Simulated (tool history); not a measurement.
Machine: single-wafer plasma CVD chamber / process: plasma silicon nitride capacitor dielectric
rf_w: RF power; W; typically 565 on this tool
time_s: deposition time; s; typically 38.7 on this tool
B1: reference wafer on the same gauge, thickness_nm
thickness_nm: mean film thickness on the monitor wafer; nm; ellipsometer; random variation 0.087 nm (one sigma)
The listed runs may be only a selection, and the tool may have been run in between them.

{"run": 1, "hour": 0.0, "rf_w": 565, "time_s": 38.7, "B1": 52.11, "thickness_nm": 57.449}
{"run": 2, "hour": 41.6, "rf_w": 565, "time_s": 34.9, "B1": 52.089, "thickness_nm": 51.929}
{"run": 3, "hour": 88.4, "rf_w": 565, "time_s": 38.7, "B1": 52.112, "thickness_nm": 57.488}
{"hour": 104.9, "done": "gauge calibrated"}
{"run": 4, "hour": 159.1, "rf_w": 565, "time_s": 38.7, "B1": 52.097, "thickness_nm": 57.376}
{"run": 5, "hour": 229.6, "rf_w": 565, "time_s": 38.7, "B1": 52.071, "thickness_nm": 57.594}
{"run": 6, "hour": 276.8, "rf_w": 565, "time_s": 38.7, "B1": 52.096, "thickness_nm": 57.42}
{"run": 7, "hour": 345.4, "rf_w": 565, "time_s": 38.7, "B1": 52.112, "thickness_nm": 57.411}
{"run": 8, "hour": 413.9, "rf_w": 565, "time_s": 38.7, "B1": 52.103, "thickness_nm": 57.238}
{"run": 9, "hour": 445.6, "rf_w": 565, "time_s": 38.7, "B1": 52.128, "thickness_nm": 57.361}
{"run": 10, "hour": 503.5, "rf_w": 565, "time_s": 43.5, "B1": 52.108, "thickness_nm": 64.363}
{"hour": 569.9, "done": "showerhead replaced"}
{"run": 11, "hour": 570.4, "rf_w": 565, "time_s": 38.7, "B1": 52.106, "thickness_nm": 57.229}
{"hour": 623.2, "done": "gauge calibrated"}
{"run": 12, "hour": 633.4, "rf_w": 525, "time_s": 42, "B1": 52.09, "thickness_nm": 61.252}
{"hour": 680.8, "done": "RF generator calibrated"}
{"run": 13, "hour": 681.3, "rf_w": 515, "time_s": 31.2, "B1": 52.093, "thickness_nm": 46.076}
{"run": 14, "hour": 735.6, "rf_w": 465, "time_s": 46.4, "B1": 52.083, "thickness_nm": 67.34}
{"run": 15, "hour": 776.4, "rf_w": 605, "time_s": 43.7, "B1": 52.091, "thickness_nm": 66.093}
{"run": 16, "hour": 814.8, "rf_w": 635, "time_s": 41.4, "B1": 52.112, "thickness_nm": 62.979}
{"run": 17, "hour": 871.9, "rf_w": 460, "time_s": 36.4, "B1": 52.12, "thickness_nm": 52.842}

What if the next run were any one of these 5? Each begins from the tool's condition after run 17:
{"run": "A", "hour": 872.3, "rf_w": 565, "time_s": 34.1, "B1": "?", "thickness_nm": "?"}
{"run": "B", "hour": 872.3, "rf_w": 625, "time_s": 43, "B1": "?", "thickness_nm": "?"}
{"run": "C", "hour": 872.3, "rf_w": 665, "time_s": 34.7, "B1": "?", "thickness_nm": "?"}
{"run": "D", "hour": 872.3, "rf_w": 670, "time_s": 42.5, "B1": "?", "thickness_nm": "?"}
{"run": "E", "hour": 872.3, "rf_w": 635, "time_s": 38.7, "B1": "?", "thickness_nm": "?"}

run=A B1=52.096 thickness_nm=51.127
run=B B1=52.096 thickness_nm=65.545
run=C B1=52.096 thickness_nm=53.453
run=D B1=52.096 thickness_nm=65.553
run=E B1=52.096 thickness_nm=59.148
Without the tool's hidden state the same runs would have given:
run=A thickness_nm=51.164
run=B thickness_nm=65.592
run=C thickness_nm=53.492
run=D thickness_nm=65.6
run=E thickness_nm=59.191

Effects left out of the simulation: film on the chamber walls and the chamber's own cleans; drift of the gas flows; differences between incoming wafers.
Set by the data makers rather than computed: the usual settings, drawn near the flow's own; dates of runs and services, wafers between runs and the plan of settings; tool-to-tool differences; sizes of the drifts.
